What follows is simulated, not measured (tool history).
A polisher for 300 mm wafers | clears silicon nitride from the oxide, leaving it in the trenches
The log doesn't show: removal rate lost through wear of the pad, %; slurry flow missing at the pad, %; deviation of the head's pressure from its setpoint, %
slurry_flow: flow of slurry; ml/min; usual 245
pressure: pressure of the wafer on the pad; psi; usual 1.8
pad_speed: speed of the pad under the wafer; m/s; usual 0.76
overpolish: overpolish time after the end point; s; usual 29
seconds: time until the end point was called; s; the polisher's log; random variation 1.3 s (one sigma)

run,hour,slurry_flow,pressure,pad_speed,overpolish,wafers since the last listed run,wafers polished on this pad,hours since the slurry nozzle was cleaned,hours since the head pressure was calibrated,"incoming thickness of the incoming film, nm",seconds
1,0,245,1.8,0.76,29,0,352,199.4,342.2,39.2,70.7
2,70.8,245,1.8,0.76,29,669,1022,270.2,413,39.7,72.3
# hour 124.8: worn pad replaced by a new one
3,129.7,245,1.8,0.76,39,519,46,329.1,471.9,40.1,72.5
4,182.5,245,1.8,0.76,39,499,545,381.9,524.7,40.2,74.8
5,212.8,245,1.8,0.76,39,286,832,412.2,555,40.2,71.9
6,276.2,245,1.8,0.76,29,599,1431,475.6,618.4,40.1,75.1
# hour 298.2: worn pad replaced by a new one
7,315.6,245,1.8,0.88,29,334,164,515,657.8,40.1,67.6
8,351.4,245,1.8,0.88,29,338,503,550.8,693.6,39.8,67.6
9,416.9,245,1.8,0.88,29,619,1122,616.3,759.1,40,66
# hour 462.4: head pressure recalibrated
10,486.8,245,1.5,0.76,29,642,1764,686.2,24.4,40.1,88.5
# hour 508.7: worn pad replaced by a new one
11,541.7,245,1.4,0.76,29,481,311,741.1,79.3,40.3,92.7
# hour 593.9: slurry nozzle cleaned
12,597.4,295,2.1,0.76,42,517,829,3.5,135,40.7,64.9
13,641.5,195,1.8,0.76,29,417,1246,47.6,179.1,39.8,73
14,679,245,1.8,0.76,29,354,1600,85.1,216.6,39.4,72
# hour 717.7: worn pad replaced by a new one
15,728.2,205,1.3,0.76,41,427,99,134.3,265.8,39.6,95.7
16,773.8,245,1.8,0.6,43,431,530,179.9,311.4,39.4,82.8

Run 17 comes next. What will it give?
17,835.4,195,1.8,0.76,29,582,1113,241.5,373,39.4,?

{"run 17": {"seconds": 73.5}}
Without the tool's hidden state the same run would have given seconds 73.5 s.
